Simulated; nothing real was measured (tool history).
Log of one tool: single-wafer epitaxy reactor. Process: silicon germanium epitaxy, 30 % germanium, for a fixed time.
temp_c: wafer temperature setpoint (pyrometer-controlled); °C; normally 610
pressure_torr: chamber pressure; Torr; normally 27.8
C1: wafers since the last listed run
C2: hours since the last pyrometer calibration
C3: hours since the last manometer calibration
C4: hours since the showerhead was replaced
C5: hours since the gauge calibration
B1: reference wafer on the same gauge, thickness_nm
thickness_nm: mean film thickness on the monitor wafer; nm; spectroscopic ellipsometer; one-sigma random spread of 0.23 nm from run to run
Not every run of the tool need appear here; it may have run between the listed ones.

{"run": 1, "hour": 0.0, "temp_c": 603, "pressure_torr": 27.8, "C1": 0, "C2": 724.9, "C3": 2298.8, "C4": 3989.7, "C5": 88.2, "B1": 80.405, "thickness_nm": 65.297}
{"run": 2, "hour": 31.7, "temp_c": 606, "pressure_torr": 27.8, "C1": 751, "C2": 756.6, "C3": 2330.5, "C4": 4021.4, "C5": 119.9, "B1": 80.337, "thickness_nm": 68.89}
{"run": 3, "hour": 62.2, "temp_c": 606, "pressure_torr": 27.8, "C1": 722, "C2": 787.1, "C3": 2361.0, "C4": 4051.9, "C5": 150.4, "B1": 80.257, "thickness_nm": 69.059}
{"run": 4, "hour": 83.6, "temp_c": 610, "pressure_torr": 27.8, "C1": 506, "C2": 808.5, "C3": 2382.4, "C4": 4073.3, "C5": 171.8, "B1": 80.227, "thickness_nm": 74.027}
{"run": 5, "hour": 105.2, "temp_c": 610, "pressure_torr": 27.8, "C1": 511, "C2": 830.1, "C3": 2404.0, "C4": 4094.9, "C5": 193.4, "B1": 80.198, "thickness_nm": 74.779}
{"run": 6, "hour": 136.7, "temp_c": 610, "pressure_torr": 27.8, "C1": 746, "C2": 861.6, "C3": 2435.5, "C4": 4126.4, "C5": 224.9, "B1": 80.198, "thickness_nm": 74.13}
{"run": 7, "hour": 167.1, "temp_c": 610, "pressure_torr": 27.8, "C1": 720, "C2": 892.0, "C3": 2465.9, "C4": 4156.8, "C5": 255.3, "B1": 80.11, "thickness_nm": 74.314}
{"run": 8, "hour": 183.2, "temp_c": 618, "pressure_torr": 23.5, "C1": 381, "C2": 908.1, "C3": 2482.0, "C4": 4172.9, "C5": 271.4, "B1": 80.169, "thickness_nm": 78.938}
{"run": 9, "hour": 200.8, "temp_c": 618, "pressure_torr": 23.5, "C1": 416, "C2": 925.7, "C3": 2499.6, "C4": 4190.5, "C5": 289.0, "B1": 80.122, "thickness_nm": 78.569}
{"hour": 207.7, "done": "gauge calibrated"}
{"run": 10, "hour": 220.7, "temp_c": 618, "pressure_torr": 23.5, "C1": 471, "C2": 945.6, "C3": 2519.5, "C4": 4210.4, "C5": 13.0, "B1": 81.035, "thickness_nm": 79.663}
{"hour": 241.9, "done": "pyrometer calibrated"}
{"run": 11, "hour": 245.8, "temp_c": 621, "pressure_torr": 31.2, "C1": 405, "C2": 3.9, "C3": 2544.6, "C4": 4235.5, "C5": 38.1, "B1": 80.809, "thickness_nm": 97.13}
{"run": 12, "hour": 273.9, "temp_c": 618, "pressure_torr": 23.5, "C1": 665, "C2": 32.0, "C3": 2572.7, "C4": 4263.6, "C5": 66.2, "B1": 80.705, "thickness_nm": 79.659}
{"run": 13, "hour": 292.1, "temp_c": 610, "pressure_torr": 27.8, "C1": 431, "C2": 50.2, "C3": 2590.9, "C4": 4281.8, "C5": 84.4, "B1": 80.593, "thickness_nm": 75.062}
{"hour": 307.8, "done": "showerhead replaced"}
{"run": 14, "hour": 308.3, "temp_c": 624, "pressure_torr": 21.9, "C1": 194, "C2": 66.4, "C3": 2607.1, "C4": 0.5, "C5": 100.6, "B1": 80.512, "thickness_nm": 85.041}
{"hour": 329.5, "done": "capacitance manometer re-zeroed and calibrated"}
{"run": 15, "hour": 337.9, "temp_c": 610, "pressure_torr": 27.8, "C1": 511, "C2": 96.0, "C3": 8.4, "C4": 30.1, "C5": 130.2, "B1": 80.438, "thickness_nm": 74.597}
{"run": 16, "hour": 358.1, "temp_c": 598, "pressure_torr": 30.0, "C1": 478, "C2": 116.2, "C3": 28.6, "C4": 50.3, "C5": 150.4, "B1": 80.382, "thickness_nm": 61.825}
{"run": 17, "hour": 387.8, "temp_c": 602, "pressure_torr": 25.8, "C1": 703, "C2": 145.9, "C3": 58.3, "C4": 80.0, "C5": 180.1, "B1": 80.318, "thickness_nm": 61.627}
{"run": 18, "hour": 421.0, "temp_c": 602, "pressure_torr": 31.0, "C1": 786, "C2": 179.1, "C3": 91.5, "C4": 113.2, "C5": 213.3, "B1": 80.32, "thickness_nm": 67.756}
{"run": 19, "hour": 439.7, "temp_c": 622, "pressure_torr": 23.1, "C1": 443, "C2": 197.8, "C3": 110.2, "C4": 131.9, "C5": 232.0, "B1": 80.262, "thickness_nm": 84.122}
{"hour": 465.8, "done": "gauge calibrated"}
{"run": 20, "hour": 473.2, "temp_c": 610, "pressure_torr": 33.3, "C1": 793, "C2": 231.3, "C3": 143.7, "C4": 165.4, "C5": 7.4, "B1": 80.954, "thickness_nm": 82.133}

Branching from run 20: 3 alternative next runs. What would each branch give?
{"run": "A", "hour": 473.6, "temp_c": 610, "pressure_torr": 27.8, "C1": 9, "C2": 231.7, "C3": 144.1, "C4": 165.8, "C5": 7.8, "B1": "?", "thickness_nm": "?"}
{"run": "B", "hour": 473.6, "temp_c": 622, "pressure_torr": 32.9, "C1": 9, "C2": 231.7, "C3": 144.1, "C4": 165.8, "C5": 7.8, "B1": "?", "thickness_nm": "?"}
{"run": "C", "hour": 473.6, "temp_c": 610, "pressure_torr": 31.1, "C1": 9, "C2": 231.7, "C3": 144.1, "C4": 165.8, "C5": 7.8, "B1": "?", "thickness_nm": "?"}

run=A B1=80.957 thickness_nm=75.203
run=B B1=80.957 thickness_nm=102.071
run=C B1=80.957 thickness_nm=79.621
Without the tool's hidden state the same runs would have given:
run=A thickness_nm=75.326
run=B thickness_nm=102.238
run=C thickness_nm=79.751
